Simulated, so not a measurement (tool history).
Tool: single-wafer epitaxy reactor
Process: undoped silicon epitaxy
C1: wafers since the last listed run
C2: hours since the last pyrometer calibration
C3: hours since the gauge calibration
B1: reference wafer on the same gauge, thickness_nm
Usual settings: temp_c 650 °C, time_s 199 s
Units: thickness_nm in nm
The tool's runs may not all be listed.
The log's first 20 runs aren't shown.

{"run": 21, "hour": 944.9, "temp_c": 650, "time_s": 182, "C1": 271, "C2": 230.1, "C3": 1184.6, "B1": 30.129, "thickness_nm": 33.12}
{"run": 22, "hour": 992.4, "temp_c": 650, "time_s": 182, "C1": 251, "C2": 277.6, "C3": 1232.1, "B1": 30.114, "thickness_nm": 32.926}
{"run": 23, "hour": 1024.7, "temp_c": 640, "time_s": 219, "C1": 170, "C2": 309.9, "C3": 1264.4, "B1": 30.121, "thickness_nm": 31.056}
{"run": 24, "hour": 1049.8, "temp_c": 650, "time_s": 174, "C1": 132, "C2": 335, "C3": 1289.5, "B1": 30.118, "thickness_nm": 31.695}
{"run": 25, "hour": 1105.5, "temp_c": 662, "time_s": 164, "C1": 294, "C2": 390.7, "C3": 1345.2, "B1": 30.089, "thickness_nm": 40.214}
{"hour": 1134.3, "done": "pyrometer calibrated, repeated, since the last time left the tool worse"}
{"run": 26, "hour": 1145.5, "temp_c": 642, "time_s": 199, "C1": 169, "C2": 11.2, "C3": 1385.2, "B1": 30.133, "thickness_nm": 27.987}
{"run": 27, "hour": 1204.3, "temp_c": 650, "time_s": 218, "C1": 310, "C2": 70, "C3": 1444, "B1": 30.054, "thickness_nm": 37.561}
{"run": 28, "hour": 1274.4, "temp_c": 650, "time_s": 199, "C1": 370, "C2": 140.1, "C3": 1514.1, "B1": 30.082, "thickness_nm": 34.266}
{"run": 29, "hour": 1311.4, "temp_c": 650, "time_s": 214, "C1": 195, "C2": 177.1, "C3": 1551.1, "B1": 30.141, "thickness_nm": 37.008}
{"run": 30, "hour": 1416.6, "temp_c": 644, "time_s": 199, "C1": 556, "C2": 282.3, "C3": 1656.3, "B1": 30.086, "thickness_nm": 29.814}
{"run": 31, "hour": 1615.3, "temp_c": 663, "time_s": 186, "C1": 1050, "C2": 481, "C3": 1855, "B1": 30.104, "thickness_nm": 44.857}
{"run": 32, "hour": 1640.7, "temp_c": 645, "time_s": 232, "C1": 134, "C2": 506.4, "C3": 1880.4, "B1": 30.082, "thickness_nm": 35.951}
{"run": 33, "hour": 1703.4, "temp_c": 650, "time_s": 199, "C1": 331, "C2": 569.1, "C3": 1943.1, "B1": 30.107, "thickness_nm": 34.716}
{"run": 34, "hour": 1731.9, "temp_c": 644, "time_s": 237, "C1": 150, "C2": 597.6, "C3": 1971.6, "B1": 30.105, "thickness_nm": 35.702}
{"run": 35, "hour": 1799.6, "temp_c": 650, "time_s": 199, "C1": 357, "C2": 665.3, "C3": 2039.3, "B1": 30.107, "thickness_nm": 35.057}
{"hour": 1846.1, "done": "gauge calibrated"}
{"run": 36, "hour": 1992.5, "temp_c": 650, "time_s": 188, "C1": 1019, "C2": 858.2, "C3": 146.4, "B1": 30.087, "thickness_nm": 33.051}
{"run": 37, "hour": 2043.8, "temp_c": 664, "time_s": 213, "C1": 271, "C2": 909.5, "C3": 197.7, "B1": 30.122, "thickness_nm": 52.775}
{"run": 38, "hour": 2076.6, "temp_c": 650, "time_s": 199, "C1": 173, "C2": 942.3, "C3": 230.5, "B1": 30.122, "thickness_nm": 34.946}
{"run": 39, "hour": 2131.3, "temp_c": 638, "time_s": 186, "C1": 289, "C2": 997, "C3": 285.2, "B1": 30.139, "thickness_nm": 24.294}
{"run": 40, "hour": 2185.8, "temp_c": 663, "time_s": 185, "C1": 288, "C2": 1051.5, "C3": 339.7, "B1": 30.103, "thickness_nm": 44.742}
{"run": 41, "hour": 2244.0, "temp_c": 650, "time_s": 199, "C1": 307, "C2": 1109.7, "C3": 397.9, "B1": 30.07, "thickness_nm": 35.241}

Forecast run 42:
{"run": 42, "hour": 2271.5, "temp_c": 650, "time_s": 199, "C1": 145, "C2": 1137.2, "C3": 425.4, "B1": "?", "thickness_nm": "?"}

{"run 42": {"B1": 30.098, "thickness_nm": 35.079}}
Without the tool's hidden state the same run would have given thickness_nm 34.294 nm.
